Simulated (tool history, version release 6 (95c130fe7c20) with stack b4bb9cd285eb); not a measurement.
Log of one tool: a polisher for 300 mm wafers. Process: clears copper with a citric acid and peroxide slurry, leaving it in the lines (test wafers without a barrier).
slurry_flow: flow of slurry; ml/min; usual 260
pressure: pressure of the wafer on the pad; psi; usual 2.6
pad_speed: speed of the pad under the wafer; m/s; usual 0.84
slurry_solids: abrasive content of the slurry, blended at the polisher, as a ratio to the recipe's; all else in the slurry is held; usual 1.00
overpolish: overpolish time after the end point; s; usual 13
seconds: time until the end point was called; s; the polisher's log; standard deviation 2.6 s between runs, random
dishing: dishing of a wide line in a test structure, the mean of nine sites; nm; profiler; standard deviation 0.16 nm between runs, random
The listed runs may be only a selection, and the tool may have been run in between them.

run    hour  slurry_flow  pressure  pad_speed  slurry_solids  overpolish  incoming thickness of the incoming film, nm  seconds  dishing
  1     0.0          260       2.6       0.84           1.00          13                                        238.3    169.5     13.2
  2    37.4          260       2.2       0.84           1.10          13                                        236.0    187.2     11.9
      136.4  -- head pressure recalibrated
  3   136.9          260       2.2       0.84           1.10          13                                        236.2    190.0     11.9
  4   209.3          260       2.1       0.84           0.85          13                                        232.0    205.7     10.7
  5   288.0          260       2.1       0.84           0.85          13                                        237.3    213.6     10.4
      308.5  -- slurry blender recalibrated
  6   338.5          320       2.6       0.84           1.00          13                                        232.2    161.9     13.4
      377.5  -- worn pad replaced by a new one
      530.7  -- head pressure recalibrated
  7   536.8          320       2.6       0.84           1.00          13                                        231.3    160.8     13.1
      552.6  -- slurry nozzle cleaned
  8   630.6          260       2.6       0.84           0.90          13                                        237.7    175.2     12.7
      812.4  -- slurry blender recalibrated
      817.0  -- worn pad replaced by a new one
  9   851.9          260       2.6       0.84           0.90          13                                        235.0    167.0     12.9
 10   921.0          260       2.6       0.84           0.80          13                                        235.4    174.2     12.7
      952.4  -- head pressure recalibrated
     1089.0  -- slurry nozzle cleaned
 11  1213.8          260       2.6       0.84           1.00          13                                        233.7    172.0     12.8
     1222.4  -- worn pad replaced by a new one
 12  1299.1          260       2.6       0.84           1.00          13                                        235.8    181.8     12.4
     1322.6  -- slurry blender recalibrated
 13  1370.3          325       2.6       0.84           0.90          13                                        238.2    168.1     13.2
     1388.1  -- head pressure recalibrated
 14  1448.5          260       2.6       0.66           0.75          13                                        233.7    197.0     11.1
 15  1514.6          260       2.0       1.14           1.00          13                                        237.5    178.2     13.1
 16  1584.0          260       2.6       0.72           1.00          13                                        233.2    180.9     11.9
     1645.9  -- slurry nozzle cleaned
 17  1646.7          260       2.6       0.84           1.00          13                                        235.3    174.0     12.7
     1680.9  -- worn pad replaced by a new one
 18  1723.9          215       3.4       0.92           1.00          13                                        232.4    137.3     15.9
     1744.6  -- slurry blender recalibrated
 19  1796.0          260       2.6       0.84           1.00          13                                        233.2    163.4     13.5
     1814.5  -- head pressure recalibrated
 20  1896.4          260       2.6       0.84           0.70          13                                        235.3    179.5     12.5
 21  1935.6          260       2.8       0.58           0.80          13                                        236.3    197.9     11.1
 22  2018.9          260       2.1       0.84           0.85          13                                        239.6    208.8     10.8
     2063.7  -- worn pad replaced by a new one
 23  2064.7          295       3.1       0.84           0.85           8                                        232.3    153.8      9.1
 24  2165.9          195       1.8       0.84           1.15          19                                        231.9    234.1     14.0
     2213.1  -- slurry nozzle cleaned
 25  2217.7          260       2.6       0.74           1.00          13                                        236.8    185.7     11.4

For some of the steps in seconds from one run to the next: how much would appear even if the tool had no hidden state, given the settings, what came in and random variation, and how much remains for the hidden state plus any gauge scatter that the measured result and the result without hidden state don't share?
What the log doesn't record here: removal rate lost through wear of the pad, %; slurry flow missing at the pad, %; deviation of the head's pressure from its setpoint, %; abrasive missing from the slurry, %.
Run 5 -> 6: slurry_flow 260 -> 320, pressure 2.1 -> 2.6, slurry_solids 0.85 -> 1.00, slurry blender recalibrated. seconds -51.7 s: hidden state -12.6, all else -39.1.
Run 12 -> 13: slurry_flow 260 -> 325, slurry_solids 1.00 -> 0.90, slurry blender recalibrated. seconds -13.7 s: hidden state -12.9, all else -0.8.
Run 22 -> 23: slurry_flow 260 -> 295, pressure 2.1 -> 3.1, overpolish 13 -> 8, worn pad replaced by a new one. seconds -55.0 s: hidden state +0.0, all else -55.0.
Run 23 -> 24: slurry_flow 295 -> 195, pressure 3.1 -> 1.8, slurry_solids 0.85 -> 1.15, overpolish 8 -> 19. seconds +80.3 s: hidden state +9.3, all else +71.0.

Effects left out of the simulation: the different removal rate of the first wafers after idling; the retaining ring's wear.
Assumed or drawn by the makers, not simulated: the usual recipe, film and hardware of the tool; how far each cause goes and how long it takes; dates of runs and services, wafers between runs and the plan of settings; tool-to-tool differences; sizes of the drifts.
